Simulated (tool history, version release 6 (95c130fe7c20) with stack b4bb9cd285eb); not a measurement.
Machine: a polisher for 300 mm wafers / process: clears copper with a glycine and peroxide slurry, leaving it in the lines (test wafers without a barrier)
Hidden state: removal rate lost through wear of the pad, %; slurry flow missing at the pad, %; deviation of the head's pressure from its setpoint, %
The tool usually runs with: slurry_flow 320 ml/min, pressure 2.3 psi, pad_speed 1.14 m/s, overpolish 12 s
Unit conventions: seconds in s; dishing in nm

run	hour	slurry_flow	pressure	pad_speed	overpolish	wafers since the last listed run	wafers polished on this pad	hours since the slurry nozzle was cleaned	hours since the head pressure was calibrated	incoming thickness of the incoming film, nm	seconds	dishing
1	0.0	320	2.3	1.14	12	0	200	722.2	288.1	535.1	106.6	35.0
2	17.6	320	2.3	1.14	12	156	357	739.8	305.7	538.2	108.7	34.9
3	27.2	320	2.3	1.14	12	85	442	749.4	315.3	529.2	105.0	35.4
4	35.4	320	2.3	1.14	12	73	515	757.6	323.5	529.8	110.9	33.7
5	47.6	320	2.3	1.14	12	108	624	769.8	335.7	539.3	108.4	34.1
6	62.8	320	2.3	1.14	12	135	759	785.0	350.9	530.3	110.0	35.7
# hour 76.7: worn pad replaced by a new one
7	79.0	320	2.3	1.14	12	108	20	801.2	367.1	528.7	103.4	34.6
8	89.9	320	2.3	1.14	12	97	117	812.1	378.0	531.1	104.8	34.9
9	102.1	320	2.3	1.14	12	108	226	824.3	390.2	529.7	102.7	34.9
10	110.9	320	2.3	1.14	12	78	304	833.1	399.0	533.3	106.4	35.6
11	125.6	320	2.8	1.14	12	130	435	847.8	413.7	520.3	87.9	39.8
12	136.9	320	2.8	1.14	12	100	536	859.1	425.0	528.0	91.4	40.7
13	153.0	320	2.8	1.14	12	143	679	875.2	441.1	526.1	89.1	37.8
# hour 165.3: head pressure recalibrated
14	166.7	320	2.3	1.14	15	104	784	888.9	1.4	528.9	119.7	38.9
15	174.7	320	2.3	1.14	15	71	855	896.9	9.4	525.6	117.8	36.5
# hour 186.9: worn pad replaced by a new one
16	190.2	320	2.3	1.14	12	102	29	912.4	24.9	523.1	109.8	33.1
17	206.9	320	2.3	0.78	8	148	178	929.1	41.6	531.9	149.9	17.6
18	216.0	360	2.3	0.92	12	81	259	938.2	50.7	541.5	133.4	29.3
19	230.9	320	1.7	1.14	8	132	392	953.1	65.6	525.0	142.4	19.3
20	244.2	420	1.7	1.38	12	118	510	966.4	78.9	525.7	120.7	32.4
# hour 245.6: slurry nozzle cleaned
21	256.3	320	2.3	1.14	12	98	609	10.7	91.0	532.4	115.4	33.1
22	269.5	320	2.3	0.94	17	117	727	23.9	104.2	540.2	136.4	39.0
# hour 304.4: worn pad replaced by a new one
23	304.9	320	2.3	1.14	12	279	4	59.3	139.6	519.8	109.5	34.1
24	315.0	320	2.3	1.14	12	89	94	69.4	149.7	531.4	109.8	34.4
25	331.5	320	2.3	1.28	16	147	241	85.9	166.2	527.6	100.2	45.1
26	348.3	355	3.0	1.14	12	149	391	102.7	183.0	524.9	88.3	40.9
27	362.2	385	2.9	1.30	7	123	515	116.6	196.9	540.0	82.1	27.4
28	379.0	320	2.3	1.14	12	149	665	133.4	213.7	522.8	112.3	33.6
29	390.9	320	2.3	1.14	12	106	771	145.3	225.6	521.0	113.4	32.1
30	401.9	290	2.3	1.14	8	98	869	156.3	236.6	527.3	114.6	22.7
31	415.4	375	2.3	1.14	12	120	989	169.8	250.1	538.7	116.5	32.2

Run by run, hidden condition taken away, random variation retained:
run	seconds	dishing
1	112.6	33.4
2	114.5	33.4
3	110.2	33.9
4	116.0	32.3
5	112.7	32.9
6	113.2	34.7
7	110.3	32.7
8	111.9	32.9
9	109.6	33.0
10	113.4	33.6
11	93.5	37.7
12	96.8	38.7
13	93.5	36.2
14	113.5	40.6
15	110.9	38.3
16	109.5	33.2
17	149.5	17.6
18	133.0	29.3
19	141.5	19.5
20	119.4	32.7
21	113.5	33.5
22	132.9	39.8
23	111.4	33.6
24	111.8	33.8
25	102.0	44.5
26	89.7	40.3
27	83.0	27.1
28	112.3	33.5
29	112.4	32.3
30	112.6	23.1
31	112.9	33.0
